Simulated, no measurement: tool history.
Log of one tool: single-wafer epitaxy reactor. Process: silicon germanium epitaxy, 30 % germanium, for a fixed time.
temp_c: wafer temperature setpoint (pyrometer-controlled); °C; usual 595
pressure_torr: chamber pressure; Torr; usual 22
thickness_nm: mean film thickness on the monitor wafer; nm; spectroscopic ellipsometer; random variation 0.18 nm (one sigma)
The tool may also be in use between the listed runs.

| run | hour | temp_c | pressure_torr | wafers since the last listed run | hours since the last pyrometer calibration | hours since the last manometer calibration | hours since the showerhead was replaced | hours since the gauge calibration | read-back reference wafer on the same gauge, thickness_nm | thickness_nm |
|---|---|---|---|---|---|---|---|---|---|---|
| 1 | 0 | 595 | 22 | 0 | 1627.9 | 855.9 | 7009.2 | 1.5 | 57.075 | 65.51 |
| 2 | 30.2 | 603 | 22 | 542 | 1658.1 | 886.1 | 7039.4 | 31.7 | 57.127 | 75.598 |
| 3 | 57.6 | 603 | 22 | 492 | 1685.5 | 913.5 | 7066.8 | 59.1 | 57.124 | 75.514 |
| 4 | 95 | 603 | 22 | 671 | 1722.9 | 950.9 | 7104.2 | 96.5 | 57.133 | 75.377 |
| 5 | 166.6 | 595 | 22 | 1285 | 1794.5 | 1022.5 | 7175.8 | 168.1 | 57.014 | 66.129 |
| 6 | 213.2 | 595 | 22 | 836 | 1841.1 | 1069.1 | 7222.4 | 214.7 | 57.102 | 66.316 |
| 7 | 261.9 | 595 | 22 | 874 | 1889.8 | 1117.8 | 7271.1 | 263.4 | 57.096 | 66.109 |
| 8 | 327.9 | 595 | 22 | 1185 | 1955.8 | 1183.8 | 7337.1 | 329.4 | 57.128 | 66.12 |
| 9 | 389.8 | 600 | 18.7 | 1111 | 2017.7 | 1245.7 | 7399 | 391.3 | 57.094 | 69.215 |
| 10 | 446.4 | 595 | 22 | 1016 | 2074.3 | 1302.3 | 7455.6 | 447.9 | 57.073 | 66.384 |
|  | 458.3 | capacitance manometer re-zeroed and calibrated |
| 11 | 495 | 595 | 22 | 729 | 2122.9 | 36.7 | 7504.2 | 496.5 | 57.129 | 66.361 |
| 12 | 535.5 | 595 | 22 | 727 | 2163.4 | 77.2 | 7544.7 | 537 | 57.066 | 66.631 |
| 13 | 596.8 | 595 | 22 | 1100 | 2224.7 | 138.5 | 7606 | 598.3 | 57.098 | 66.153 |
|  | 661.8 | gauge calibrated |
|  | 667.7 | showerhead replaced, of another model than before |
| 14 | 668.2 | 603 | 27 | 1138 | 2296.1 | 209.9 | 0.5 | 6.4 | 57.134 | 83.342 |
|  | 703.1 | pyrometer calibrated |
| 15 | 735.5 | 588 | 22 | 1065 | 32.4 | 277.2 | 67.8 | 73.7 | 57.141 | 53.293 |
| 16 | 801.2 | 595 | 23.7 | 1179 | 98.1 | 342.9 | 133.5 | 139.4 | 57.103 | 62.784 |
| 17 | 858.6 | 595 | 23.9 | 1030 | 155.5 | 400.3 | 190.9 | 196.8 | 57.165 | 63.412 |
| 18 | 887.9 | 610 | 18 | 526 | 184.8 | 429.6 | 220.2 | 226.1 | 57.118 | 71.999 |
| 19 | 913 | 588 | 24.5 | 450 | 209.9 | 454.7 | 245.3 | 251.2 | 57.099 | 57.482 |
| 20 | 955.4 | 601 | 18.3 | 761 | 252.3 | 497.1 | 287.7 | 293.6 | 57.055 | 62.756 |
| 21 | 993.8 | 595 | 22 | 689 | 290.7 | 535.5 | 326.1 | 332 | 57.176 | 61.979 |

What the log doesn't show, run by run:
true pressure above the setpoint (%): 0 in every run
gauge reads high (%): 0 in every run
H1: wafer temperature above the value expected at the setpoint (K)
| run | H1 |
|---|---|
| 1 | 4.82 |
| 2 | 4.85 |
| 3 | 4.87 |
| 4 | 4.89 |
| 5 | 4.94 |
| 6 | 4.96 |
| 7 | 4.99 |
| 8 | 5.02 |
| 9 | 5.05 |
| 10 | 5.08 |
| 11 | 5.09 |
| 12 | 5.11 |
| 13 | 5.13 |
| 14 | 5.15 |
| 15 | -0.517 |
| 16 | -0.0483 |
| 17 | 0.327 |
| 18 | 0.507 |
| 19 | 0.655 |
| 20 | 0.894 |
| 21 | 1.1 |

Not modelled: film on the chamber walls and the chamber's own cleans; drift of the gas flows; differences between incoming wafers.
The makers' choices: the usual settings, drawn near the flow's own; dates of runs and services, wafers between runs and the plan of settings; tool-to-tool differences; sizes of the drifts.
